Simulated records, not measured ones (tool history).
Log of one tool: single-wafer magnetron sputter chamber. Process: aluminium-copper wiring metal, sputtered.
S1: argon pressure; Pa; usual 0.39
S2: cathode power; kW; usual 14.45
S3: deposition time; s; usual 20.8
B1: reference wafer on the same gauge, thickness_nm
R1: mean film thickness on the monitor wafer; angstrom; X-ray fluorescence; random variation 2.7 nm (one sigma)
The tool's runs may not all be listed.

run    hour     S1     S2    S3       B1       R1
  1       0   0.39  14.45  20.8  564.495  5119.85
        6.6  -- sputter target and shields replaced
  2    56.2  0.338  14.45  23.1  564.873  5952.12
  3   118.5   0.39  14.45  20.8  565.475  5254.24
  4   150.2   0.39  14.45  20.8  565.145  5209.94
  5   208.8   0.39  14.45    24  564.776  5992.24
  6   271.4   0.39  14.45    24  564.761  5991.04
  7   316.2   0.39  14.45    24  564.602     5924
  8   361.6   0.39  11.95  17.7   565.29   3715.4
  9   406.7   0.39  15.65  20.8  565.204  5412.42
      436.7  -- magnet pack replaced
      469.7  -- sputter target and shields replaced
 10   470.2   0.39  14.45  20.8   564.89  4882.31
 11   535.9   0.39  14.45  20.8  565.182  4827.68
 12   590.4   0.39  14.45  20.8  564.991  4763.44
      627.4  -- gauge calibrated
 13   644.3  0.504  17.25  20.8  564.973  5344.27
 14   712.2   0.49  14.45    23  564.538  5112.03
        727  -- sputter target and shields replaced, repeated, since the last time left the tool worse
 15   743.5   0.39  14.45  20.8  565.356  5290.07
 16   862.8   0.39  11.85  17.3  564.936   3705.9
 17     904   0.39  14.45  20.8  565.198  5140.36
 18   958.3   0.39   12.1    22  565.897  4719.78
      983.3  -- capacitance manometer re-zeroed and calibrated
 19  1015.7   0.39  18.05  20.8   565.23  6138.61
 20  1062.6   0.39  14.45  20.8   565.48  5101.49
     1110.1  -- sputter target and shields replaced
 21  1200.3  0.439  13.35  18.7  564.812   4355.6
 22    1246  0.242  14.45    23  564.936  5984.48

4 ways to go on from here, each from the tool as it stands after run 22. What would each give?
  A  1246.4   0.39   12.1  20.8   ?   ?
  B  1246.4  0.312   16.7  20.8   ?   ?
  C  1246.4  0.295  14.45  20.8   ?   ?
  D  1246.4  0.478  14.45  20.8   ?   ?

run       B1       R1
  A  565.046  4537.87
  B  565.046  6027.52
  C  565.046  5375.23
  D  565.046  5101.95
Without the tool's hidden state the same runs would have given:
run       R1
  A  4624.97
  B   6143.2
  C  5478.39
  D  5199.87
